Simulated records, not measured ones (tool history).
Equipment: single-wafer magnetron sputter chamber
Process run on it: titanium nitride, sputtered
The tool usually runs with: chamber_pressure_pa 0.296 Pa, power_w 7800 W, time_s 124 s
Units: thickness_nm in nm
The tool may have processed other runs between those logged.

run     day  chamber_pressure_pa  power_w  time_s  read-back reference wafer on the same gauge, thickness_nm  thickness_nm
  1       0                0.296     6500     107                                                    191.215       132.248
      2.271  -- sputter target and shields replaced
  2   2.558                0.296     7800     124                                                    190.355       172.369
  3   5.717                0.364     7300     124                                                    190.951       161.481
  4   9.367                0.364     7300     124                                                    191.107       160.679
  5  12.717                0.364     7300     124                                                    190.975       159.668
  6    15.3                0.228     7800     141                                                    190.618       202.724
  7  17.675                0.228     7800     141                                                    190.798       203.236
  8  19.662                0.228     7800     141                                                    190.355       201.223
  9  22.275                0.296     7800     124                                                    190.858       172.172
     23.662  -- gauge calibrated
 10  25.812                0.296     7200     108                                                    190.798       139.638
 11  27.538                0.252     6300     109                                                    191.032       134.372
 12  29.771                0.366     7800     124                                                    190.761       165.516
     30.833  -- sputter target and shields replaced
 13  34.171                0.296     7800     124                                                    191.202       171.283
 14  37.083                0.335     8650     136                                                    191.484       198.333
 15  40.508                0.296     7800     124                                                    190.513       171.306
 16  43.725                0.391     9500     110                                                    190.964        168.32
 17  47.696                0.296     7800      99                                                    191.103       137.662
     48.271  -- capacitance manometer re-zeroed and calibrated
 18  50.933                0.296     7800     124                                                    191.384       175.159
 19  54.696                0.366     9150     124                                                     190.85       189.303
 20  57.558                0.296     7200     108                                                    191.419       142.467
     58.454  -- sputter target and shields replaced
 21    62.1                0.389     7000     140                                                    190.801       171.709
 22  65.075                0.296     7800     124                                                    190.768       172.547
 23  69.029                0.344     6000     124                                                    191.067        141.36
 24  72.296                0.231     6700     133                                                    191.258       173.934
 25  74.288                0.296     8850     111                                                    190.439       168.872
 26  77.946                0.296     9700     124                                                     191.07         201.1
 27  79.971                0.296     7800     124                                                    190.978       171.775
 28  82.796                0.296     7800     124                                                    191.062       173.704
 29  85.246                0.296     6850     109                                                    190.934       137.533
     89.504  -- sputter target and shields replaced
 30  89.521                0.296     6050     100                                                    191.618       117.158
     90.188  -- capacitance manometer re-zeroed and calibrated
 31  93.054                0.296     7800     124                                                    191.132        172.32
 32  95.342                0.403     7800     116                                                     190.51       154.158
 33  97.271                0.296     7800     124                                                    191.071       172.784

The tool's hidden state at each run:
deposition rate above that of a new target (%): 0, the same for each run
gauge reads high (%): 0, the same for each run
H1: true argon pressure above the setpoint (%)
run      H1
  1       1
  2     3.3
  3    5.68
  4    7.92
  5    9.57
  6    10.6
  7    11.5
  8    12.1
  9    12.8
 10    13.6
 11    13.9
 12    14.3
 13    14.8
 14    15.2
 15    15.5
 16    15.7
 17    15.9
 18  -0.416
 19    2.36
 20    4.07
 21    6.25
 22    7.38
 23    8.59
 24    9.39
 25     9.8
 26    10.4
 27    10.7
 28    11.1
 29    11.4
 30    11.7
 31    3.95
 32    5.69
 33    6.98

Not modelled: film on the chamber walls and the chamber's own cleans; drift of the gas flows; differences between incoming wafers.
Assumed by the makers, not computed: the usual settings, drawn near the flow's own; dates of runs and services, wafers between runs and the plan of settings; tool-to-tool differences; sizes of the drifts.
